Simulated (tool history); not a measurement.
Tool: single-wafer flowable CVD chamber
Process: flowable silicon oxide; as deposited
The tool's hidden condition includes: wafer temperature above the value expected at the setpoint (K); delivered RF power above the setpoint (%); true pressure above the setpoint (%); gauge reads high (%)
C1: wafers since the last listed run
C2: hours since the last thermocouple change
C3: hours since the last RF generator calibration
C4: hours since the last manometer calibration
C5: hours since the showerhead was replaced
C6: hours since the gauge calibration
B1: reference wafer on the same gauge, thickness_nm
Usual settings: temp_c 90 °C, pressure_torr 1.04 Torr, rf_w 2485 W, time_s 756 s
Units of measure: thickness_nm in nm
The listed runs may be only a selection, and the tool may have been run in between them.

run 1 day=0.000 | temp_c=90 pressure_torr=1.04 rf_w=2485 time_s=756 | C1=0 C2=1128.2 C3=2127.9 C4=2135.2 C5=2388.0 C6=912.8 | B1=768.073 | thickness_nm=828.872
run 2 day=0.908 | temp_c=90 pressure_torr=1.04 rf_w=2485 time_s=756 | C1=65 C2=1150.0 C3=2149.7 C4=2157.0 C5=2409.8 C6=934.6 | B1=767.504 | thickness_nm=830.056
-- day=1.758 thermocouple changed; heater temperature recalibrated
run 3 day=1.838 | temp_c=94 pressure_torr=0.91 rf_w=2485 time_s=756 | C1=42 C2=1.9 C3=2172.0 C4=2179.3 C5=2432.1 C6=956.9 | B1=768.045 | thickness_nm=653.941
run 4 day=2.617 | temp_c=94 pressure_torr=0.91 rf_w=2485 time_s=756 | C1=55 C2=20.6 C3=2190.7 C4=2198.0 C5=2450.8 C6=975.6 | B1=768.471 | thickness_nm=654.780
run 5 day=3.792 | temp_c=94 pressure_torr=0.91 rf_w=2485 time_s=756 | C1=84 C2=48.8 C3=2218.9 C4=2226.2 C5=2479.0 C6=1003.8 | B1=768.238 | thickness_nm=661.410
run 6 day=4.688 | temp_c=90 pressure_torr=1.10 rf_w=2485 time_s=756 | C1=64 C2=70.3 C3=2240.4 C4=2247.7 C5=2500.5 C6=1025.3 | B1=768.569 | thickness_nm=864.506
-- day=5.846 RF generator calibrated
run 7 day=6.054 | temp_c=103 pressure_torr=1.04 rf_w=2485 time_s=890 | C1=74 C2=103.1 C3=5.0 C4=2280.5 C5=2533.3 C6=1058.1 | B1=767.772 | thickness_nm=627.235
run 8 day=6.596 | temp_c=81 pressure_torr=1.04 rf_w=2210 time_s=675 | C1=38 C2=116.1 C3=18.0 C4=2293.5 C5=2546.3 C6=1071.1 | B1=767.565 | thickness_nm=947.453
run 9 day=7.342 | temp_c=90 pressure_torr=0.94 rf_w=2485 time_s=756 | C1=53 C2=134.0 C3=35.9 C4=2311.4 C5=2564.2 C6=1089.0 | B1=767.610 | thickness_nm=770.296
run 10 day=8.654 | temp_c=90 pressure_torr=1.04 rf_w=2485 time_s=756 | C1=94 C2=165.5 C3=67.4 C4=2342.9 C5=2595.7 C6=1120.5 | B1=767.333 | thickness_nm=834.758
run 11 day=9.233 | temp_c=78 pressure_torr=1.04 rf_w=2980 time_s=853 | C1=41 C2=179.4 C3=81.3 C4=2356.8 C5=2609.6 C6=1134.4 | B1=768.192 | thickness_nm=1350.551
run 12 day=10.662 | temp_c=90 pressure_torr=1.04 rf_w=2760 time_s=660 | C1=102 C2=213.7 C3=115.6 C4=2391.1 C5=2643.9 C6=1168.7 | B1=768.042 | thickness_nm=733.995
run 13 day=11.779 | temp_c=90 pressure_torr=1.04 rf_w=2485 time_s=807 | C1=80 C2=240.5 C3=142.4 C4=2417.9 C5=2670.7 C6=1195.5 | B1=767.725 | thickness_nm=890.904
run 14 day=12.838 | temp_c=90 pressure_torr=1.20 rf_w=2085 time_s=701 | C1=75 C2=265.9 C3=167.8 C4=2443.3 C5=2696.1 C6=1220.9 | B1=769.048 | thickness_nm=833.710
run 15 day=13.400 | temp_c=90 pressure_torr=1.04 rf_w=2485 time_s=667 | C1=40 C2=279.4 C3=181.3 C4=2456.8 C5=2709.6 C6=1234.4 | B1=768.806 | thickness_nm=733.258
run 16 day=14.100 | temp_c=90 pressure_torr=1.04 rf_w=2485 time_s=756 | C1=50 C2=296.2 C3=198.1 C4=2473.6 C5=2726.4 C6=1251.2 | B1=767.096 | thickness_nm=822.047
run 17 day=14.762 | temp_c=99 pressure_torr=0.87 rf_w=2780 time_s=756 | C1=47 C2=312.1 C3=214.0 C4=2489.5 C5=2742.3 C6=1267.1 | B1=767.895 | thickness_nm=545.718
-- day=15.183 gauge calibrated
run 18 day=15.629 | temp_c=90 pressure_torr=1.04 rf_w=2485 time_s=756 | C1=62 C2=332.9 C3=234.8 C4=2510.3 C5=2763.1 C6=10.7 | B1=767.920 | thickness_nm=817.598
run 19 day=20.029 | temp_c=90 pressure_torr=1.04 rf_w=2485 time_s=898 | C1=315 C2=438.5 C3=340.4 C4=2615.9 C5=2868.7 C6=116.3 | B1=769.286 | thickness_nm=981.080
run 20 day=20.633 | temp_c=101 pressure_torr=0.84 rf_w=2750 time_s=698 | C1=43 C2=453.0 C3=354.9 C4=2630.4 C5=2883.2 C6=130.8 | B1=768.577 | thickness_nm=455.371
-- day=22.042 capacitance manometer re-zeroed and calibrated
run 21 day=22.062 | temp_c=90 pressure_torr=1.27 rf_w=2485 time_s=756 | C1=78 C2=487.3 C3=389.2 C4=0.5 C5=2917.5 C6=165.1 | B1=767.496 | thickness_nm=972.595
-- day=22.417 showerhead replaced
run 22 day=22.862 | temp_c=102 pressure_torr=1.04 rf_w=2080 time_s=645 | C1=33 C2=506.5 C3=408.4 C4=19.7 C5=10.7 C6=184.3 | B1=768.799 | thickness_nm=458.216
run 23 day=24.062 | temp_c=98 pressure_torr=1.13 rf_w=2485 time_s=756 | C1=86 C2=535.3 C3=437.2 C4=48.5 C5=39.5 C6=213.1 | B1=767.316 | thickness_nm=673.213
run 24 day=28.458 | temp_c=75 pressure_torr=0.90 rf_w=2710 time_s=756 | C1=315 C2=640.8 C3=542.7 C4=154.0 C5=145.0 C6=318.6 | B1=767.628 | thickness_nm=1150.487
run 25 day=29.896 | temp_c=90 pressure_torr=0.90 rf_w=2640 time_s=811 | C1=103 C2=675.3 C3=577.2 C4=188.5 C5=179.5 C6=353.1 | B1=768.451 | thickness_nm=803.074
run 26 day=30.654 | temp_c=90 pressure_torr=1.04 rf_w=2485 time_s=756 | C1=54 C2=693.5 C3=595.4 C4=206.7 C5=197.7 C6=371.3 | B1=767.154 | thickness_nm=827.680
run 27 day=31.454 | temp_c=90 pressure_torr=1.04 rf_w=2485 time_s=756 | C1=57 C2=712.7 C3=614.6 C4=225.9 C5=216.9 C6=390.5 | B1=767.014 | thickness_nm=830.468
run 28 day=32.025 | temp_c=86 pressure_torr=1.04 rf_w=2485 time_s=756 | C1=40 C2=726.4 C3=628.3 C4=239.6 C5=230.6 C6=404.2 | B1=767.636 | thickness_nm=921.409
run 29 day=33.433 | temp_c=81 pressure_torr=1.04 rf_w=2485 time_s=756 | C1=100 C2=760.2 C3=662.1 C4=273.4 C5=264.4 C6=438.0 | B1=768.338 | thickness_nm=1083.156

Here are 3 independent what-if runs from the current tool condition. What would each one return?
run A day=33.458 | temp_c=90 pressure_torr=1.04 rf_w=2485 time_s=756 | C1=1 C2=760.8 C3=662.7 C4=274.0 C5=265.0 C6=438.6 | B1=? | thickness_nm=?
run B day=33.458 | temp_c=100 pressure_torr=1.04 rf_w=2485 time_s=756 | C1=1 C2=760.8 C3=662.7 C4=274.0 C5=265.0 C6=438.6 | B1=? | thickness_nm=?
run C day=33.458 | temp_c=79 pressure_torr=1.04 rf_w=2485 time_s=756 | C1=1 C2=760.8 C3=662.7 C4=274.0 C5=265.0 C6=438.6 | B1=? | thickness_nm=?

run=A B1=766.846 thickness_nm=831.514
run=B B1=766.846 thickness_nm=598.090
run=C B1=766.846 thickness_nm=1148.511
The same runs, with their run-to-run variation unchanged, on a tool lacking any hidden condition would have given:
run=A thickness_nm=831.514
run=B thickness_nm=598.090
run=C thickness_nm=1148.511
